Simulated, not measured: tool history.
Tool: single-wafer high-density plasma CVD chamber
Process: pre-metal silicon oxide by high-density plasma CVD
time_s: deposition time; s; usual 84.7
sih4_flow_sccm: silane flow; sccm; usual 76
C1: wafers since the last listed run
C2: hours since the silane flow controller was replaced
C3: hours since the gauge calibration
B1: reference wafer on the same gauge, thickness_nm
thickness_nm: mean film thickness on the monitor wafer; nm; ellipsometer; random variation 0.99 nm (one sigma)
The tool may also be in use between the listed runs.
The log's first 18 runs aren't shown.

{"run": 19, "day": 9.012, "time_s": 101.2, "sih4_flow_sccm": 76, "C1": 103, "C2": 83.0, "C3": 77.8, "B1": 520.931, "thickness_nm": 756.406}
{"run": 20, "day": 9.746, "time_s": 99.4, "sih4_flow_sccm": 83, "C1": 200, "C2": 100.6, "C3": 95.4, "B1": 520.871, "thickness_nm": 802.393}
{"run": 21, "day": 10.346, "time_s": 84.7, "sih4_flow_sccm": 76, "C1": 163, "C2": 115.0, "C3": 109.8, "B1": 520.95, "thickness_nm": 632.529}
{"run": 22, "day": 10.867, "time_s": 84.7, "sih4_flow_sccm": 76, "C1": 142, "C2": 127.5, "C3": 122.3, "B1": 520.761, "thickness_nm": 633.767}
{"run": 23, "day": 11.179, "time_s": 92.9, "sih4_flow_sccm": 64, "C1": 85, "C2": 135.0, "C3": 129.8, "B1": 520.819, "thickness_nm": 595.922}
{"run": 24, "day": 11.671, "time_s": 84.7, "sih4_flow_sccm": 76, "C1": 134, "C2": 146.8, "C3": 141.6, "B1": 520.919, "thickness_nm": 631.843}
{"run": 25, "day": 12.212, "time_s": 76.0, "sih4_flow_sccm": 70, "C1": 147, "C2": 159.8, "C3": 154.6, "B1": 520.986, "thickness_nm": 527.621}
{"run": 26, "day": 12.733, "time_s": 84.7, "sih4_flow_sccm": 76, "C1": 142, "C2": 172.3, "C3": 167.1, "B1": 520.892, "thickness_nm": 629.707}
{"run": 27, "day": 13.358, "time_s": 84.7, "sih4_flow_sccm": 80, "C1": 170, "C2": 187.3, "C3": 182.1, "B1": 520.967, "thickness_nm": 659.503}
{"run": 28, "day": 13.654, "time_s": 95.8, "sih4_flow_sccm": 87, "C1": 80, "C2": 194.4, "C3": 189.2, "B1": 520.827, "thickness_nm": 804.323}
{"run": 29, "day": 14.125, "time_s": 89.2, "sih4_flow_sccm": 90, "C1": 128, "C2": 205.7, "C3": 200.5, "B1": 520.995, "thickness_nm": 769.157}
{"run": 30, "day": 14.454, "time_s": 73.7, "sih4_flow_sccm": 61, "C1": 89, "C2": 213.6, "C3": 208.4, "B1": 521.049, "thickness_nm": 454.033}
{"run": 31, "day": 14.804, "time_s": 89.7, "sih4_flow_sccm": 76, "C1": 95, "C2": 222.0, "C3": 216.8, "B1": 520.919, "thickness_nm": 669.441}
{"run": 32, "day": 15.208, "time_s": 73.7, "sih4_flow_sccm": 61, "C1": 110, "C2": 231.7, "C3": 226.5, "B1": 520.957, "thickness_nm": 454.89}
{"run": 33, "day": 15.862, "time_s": 93.9, "sih4_flow_sccm": 87, "C1": 178, "C2": 247.4, "C3": 242.2, "B1": 520.915, "thickness_nm": 787.586}
{"run": 34, "day": 16.233, "time_s": 69.9, "sih4_flow_sccm": 82, "C1": 101, "C2": 256.3, "C3": 251.1, "B1": 520.894, "thickness_nm": 556.141}
{"run": 35, "day": 16.512, "time_s": 84.7, "sih4_flow_sccm": 91, "C1": 76, "C2": 263.0, "C3": 257.8, "B1": 520.933, "thickness_nm": 740.216}
{"run": 36, "day": 17.208, "time_s": 93.2, "sih4_flow_sccm": 64, "C1": 189, "C2": 279.7, "C3": 274.5, "B1": 521.113, "thickness_nm": 598.301}
{"run": 37, "day": 17.704, "time_s": 84.7, "sih4_flow_sccm": 76, "C1": 135, "C2": 291.6, "C3": 286.4, "B1": 521.045, "thickness_nm": 630.775}

5 ways to go on from here, each from the tool as it stands after run 37. What would each give?
{"run": "A", "day": 17.721, "time_s": 84.7, "sih4_flow_sccm": 76, "C1": 4, "C2": 292.0, "C3": 286.8, "B1": "?", "thickness_nm": "?"}
{"run": "B", "day": 17.721, "time_s": 71.2, "sih4_flow_sccm": 62, "C1": 4, "C2": 292.0, "C3": 286.8, "B1": "?", "thickness_nm": "?"}
{"run": "C", "day": 17.721, "time_s": 97.7, "sih4_flow_sccm": 76, "C1": 4, "C2": 292.0, "C3": 286.8, "B1": "?", "thickness_nm": "?"}
{"run": "D", "day": 17.721, "time_s": 101.2, "sih4_flow_sccm": 66, "C1": 4, "C2": 292.0, "C3": 286.8, "B1": "?", "thickness_nm": "?"}
{"run": "E", "day": 17.721, "time_s": 72.3, "sih4_flow_sccm": 89, "C1": 4, "C2": 292.0, "C3": 286.8, "B1": "?", "thickness_nm": "?"}

run=A B1=521.061 thickness_nm=629.706
run=B B1=521.061 thickness_nm=443.747
run=C B1=521.061 thickness_nm=726.355
run=D B1=521.061 thickness_nm=665.479
run=E B1=521.061 thickness_nm=618.224
Without the tool's hidden state the same runs would have given:
run=A thickness_nm=632.657
run=B thickness_nm=445.827
run=C thickness_nm=729.759
run=D thickness_nm=668.597
run=E thickness_nm=621.121

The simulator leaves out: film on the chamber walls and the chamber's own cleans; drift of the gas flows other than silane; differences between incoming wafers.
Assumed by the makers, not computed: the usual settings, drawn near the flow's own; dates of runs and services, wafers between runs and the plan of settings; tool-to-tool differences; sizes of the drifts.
